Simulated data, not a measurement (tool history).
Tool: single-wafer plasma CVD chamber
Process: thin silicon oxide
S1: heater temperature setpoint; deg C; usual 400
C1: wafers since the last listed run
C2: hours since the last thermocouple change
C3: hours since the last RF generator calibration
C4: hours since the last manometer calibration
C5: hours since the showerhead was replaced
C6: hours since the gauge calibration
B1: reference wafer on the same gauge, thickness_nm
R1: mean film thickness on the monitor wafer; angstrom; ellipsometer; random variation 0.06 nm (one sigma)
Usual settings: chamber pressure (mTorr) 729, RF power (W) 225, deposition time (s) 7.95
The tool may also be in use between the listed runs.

{"run": 1, "day": 0.0, "S1": 400, "chamber pressure (mTorr)": 729, "RF power (W)": 225, "deposition time (s)": 7.95, "C1": 0, "C2": 408.1, "C3": 628.5, "C4": 2307.7, "C5": 0.5, "C6": 1861.6, "B1": 12.605, "R1": 116.09}
{"run": 2, "day": 2.7, "S1": 400, "chamber pressure (mTorr)": 729, "RF power (W)": 225, "deposition time (s)": 7.95, "C1": 1640, "C2": 472.9, "C3": 693.3, "C4": 2372.5, "C5": 65.3, "C6": 1926.4, "B1": 12.607, "R1": 116.24}
{"run": 3, "day": 6.192, "S1": 400, "chamber pressure (mTorr)": 787, "RF power (W)": 225, "deposition time (s)": 7.95, "C1": 2121, "C2": 556.7, "C3": 777.1, "C4": 2456.3, "C5": 149.1, "C6": 2010.2, "B1": 12.597, "R1": 121.28}
{"day": 8.662, "done": "RF generator calibrated"}
{"run": 4, "day": 8.95, "S1": 400, "chamber pressure (mTorr)": 787, "RF power (W)": 225, "deposition time (s)": 7.95, "C1": 1473, "C2": 622.9, "C3": 6.9, "C4": 2522.5, "C5": 215.3, "C6": 2076.4, "B1": 12.615, "R1": 120.47}
{"run": 5, "day": 11.375, "S1": 391, "chamber pressure (mTorr)": 729, "RF power (W)": 225, "deposition time (s)": 7.95, "C1": 1473, "C2": 681.1, "C3": 65.1, "C4": 2580.7, "C5": 273.5, "C6": 2134.6, "B1": 12.597, "R1": 116.64}
{"run": 6, "day": 15.779, "S1": 391, "chamber pressure (mTorr)": 729, "RF power (W)": 225, "deposition time (s)": 7.95, "C1": 2675, "C2": 786.8, "C3": 170.8, "C4": 2686.4, "C5": 379.2, "C6": 2240.3, "B1": 12.588, "R1": 116.41}
{"run": 7, "day": 18.05, "S1": 400, "chamber pressure (mTorr)": 729, "RF power (W)": 205, "deposition time (s)": 6.73, "C1": 1379, "C2": 841.3, "C3": 225.3, "C4": 2740.9, "C5": 433.7, "C6": 2294.8, "B1": 12.608, "R1": 93.04}
{"day": 26.279, "done": "capacitance manometer re-zeroed and calibrated"}
{"run": 8, "day": 28.017, "S1": 400, "chamber pressure (mTorr)": 729, "RF power (W)": 190, "deposition time (s)": 7.95, "C1": 5852, "C2": 1080.5, "C3": 464.5, "C4": 41.7, "C5": 672.9, "C6": 2534.0, "B1": 12.602, "R1": 107.27}
{"run": 9, "day": 29.896, "S1": 412, "chamber pressure (mTorr)": 627, "RF power (W)": 200, "deposition time (s)": 7.95, "C1": 1141, "C2": 1125.6, "C3": 509.6, "C4": 86.8, "C5": 718.0, "C6": 2579.1, "B1": 12.617, "R1": 101.76}
{"run": 10, "day": 32.821, "S1": 400, "chamber pressure (mTorr)": 729, "RF power (W)": 225, "deposition time (s)": 7.95, "C1": 1776, "C2": 1195.8, "C3": 579.8, "C4": 157.0, "C5": 788.2, "C6": 2649.3, "B1": 12.606, "R1": 118.25}
{"run": 11, "day": 36.925, "S1": 390, "chamber pressure (mTorr)": 863, "RF power (W)": 205, "deposition time (s)": 8.51, "C1": 2493, "C2": 1294.3, "C3": 678.3, "C4": 255.5, "C5": 886.7, "C6": 2747.8, "B1": 12.594, "R1": 132.13}
{"run": 12, "day": 40.546, "S1": 386, "chamber pressure (mTorr)": 889, "RF power (W)": 195, "deposition time (s)": 9.34, "C1": 2199, "C2": 1381.2, "C3": 765.2, "C4": 342.4, "C5": 973.6, "C6": 2834.7, "B1": 12.598, "R1": 142.72}
{"run": 13, "day": 43.746, "S1": 389, "chamber pressure (mTorr)": 729, "RF power (W)": 225, "deposition time (s)": 7.95, "C1": 1944, "C2": 1458.0, "C3": 842.0, "C4": 419.2, "C5": 1050.4, "C6": 2911.5, "B1": 12.605, "R1": 119.58}
{"day": 46.354, "done": "RF generator calibrated"}
{"run": 14, "day": 50.454, "S1": 400, "chamber pressure (mTorr)": 729, "RF power (W)": 225, "deposition time (s)": 7.95, "C1": 3872, "C2": 1619.0, "C3": 98.4, "C4": 580.2, "C5": 1211.4, "C6": 3072.5, "B1": 12.612, "R1": 118.98}
{"run": 15, "day": 54.533, "S1": 400, "chamber pressure (mTorr)": 729, "RF power (W)": 225, "deposition time (s)": 7.95, "C1": 2478, "C2": 1716.9, "C3": 196.3, "C4": 678.1, "C5": 1309.3, "C6": 3170.4, "B1": 12.618, "R1": 119.01}
{"run": 16, "day": 57.133, "S1": 400, "chamber pressure (mTorr)": 866, "RF power (W)": 225, "deposition time (s)": 7.48, "C1": 1579, "C2": 1779.3, "C3": 258.7, "C4": 740.5, "C5": 1371.7, "C6": 3232.8, "B1": 12.61, "R1": 122.28}
{"day": 59.021, "done": "thermocouple changed; heater temperature recalibrated"}
{"run": 17, "day": 59.854, "S1": 391, "chamber pressure (mTorr)": 729, "RF power (W)": 225, "deposition time (s)": 7.5, "C1": 1450, "C2": 20.0, "C3": 324.0, "C4": 805.8, "C5": 1437.0, "C6": 3298.1, "B1": 12.601, "R1": 112.33}
{"run": 18, "day": 61.692, "S1": 393, "chamber pressure (mTorr)": 729, "RF power (W)": 225, "deposition time (s)": 6.73, "C1": 1116, "C2": 64.1, "C3": 368.1, "C4": 849.9, "C5": 1481.1, "C6": 3342.2, "B1": 12.603, "R1": 102.7}
{"day": 61.792, "done": "gauge calibrated"}
{"day": 64.788, "done": "capacitance manometer re-zeroed and calibrated, repeated, since the last time left the tool worse"}
{"run": 19, "day": 64.992, "S1": 400, "chamber pressure (mTorr)": 729, "RF power (W)": 190, "deposition time (s)": 6.75, "C1": 1802, "C2": 143.3, "C3": 447.3, "C4": 4.9, "C5": 1560.3, "C6": 76.8, "B1": 12.595, "R1": 87.41}
{"run": 20, "day": 66.858, "S1": 405, "chamber pressure (mTorr)": 594, "RF power (W)": 225, "deposition time (s)": 7.95, "C1": 1134, "C2": 188.1, "C3": 492.1, "C4": 49.7, "C5": 1605.1, "C6": 121.6, "B1": 12.594, "R1": 102.3}
{"run": 21, "day": 70.817, "S1": 404, "chamber pressure (mTorr)": 836, "RF power (W)": 265, "deposition time (s)": 7.95, "C1": 2404, "C2": 283.1, "C3": 587.1, "C4": 144.7, "C5": 1700.1, "C6": 216.6, "B1": 12.603, "R1": 132.54}
{"run": 22, "day": 73.388, "S1": 412, "chamber pressure (mTorr)": 627, "RF power (W)": 200, "deposition time (s)": 7.95, "C1": 1561, "C2": 344.8, "C3": 648.8, "C4": 206.4, "C5": 1761.8, "C6": 278.3, "B1": 12.605, "R1": 98.48}
{"run": 23, "day": 75.958, "S1": 400, "chamber pressure (mTorr)": 729, "RF power (W)": 255, "deposition time (s)": 6.7, "C1": 1561, "C2": 406.5, "C3": 710.5, "C4": 268.1, "C5": 1823.5, "C6": 340.0, "B1": 12.604, "R1": 102.15}

Run 24 comes next. What will it give?
{"run": 24, "day": 79.025, "S1": 400, "chamber pressure (mTorr)": 617, "RF power (W)": 240, "deposition time (s)": 8.62, "C1": 1863, "C2": 480.1, "C3": 784.1, "C4": 341.7, "C5": 1897.1, "C6": 413.6, "B1": "?", "R1": "?"}

Run 24 gave B1 12.597, R1 118.42 angstrom.
Without the tool's hidden state the same run would have given R1 117.82 angstrom.
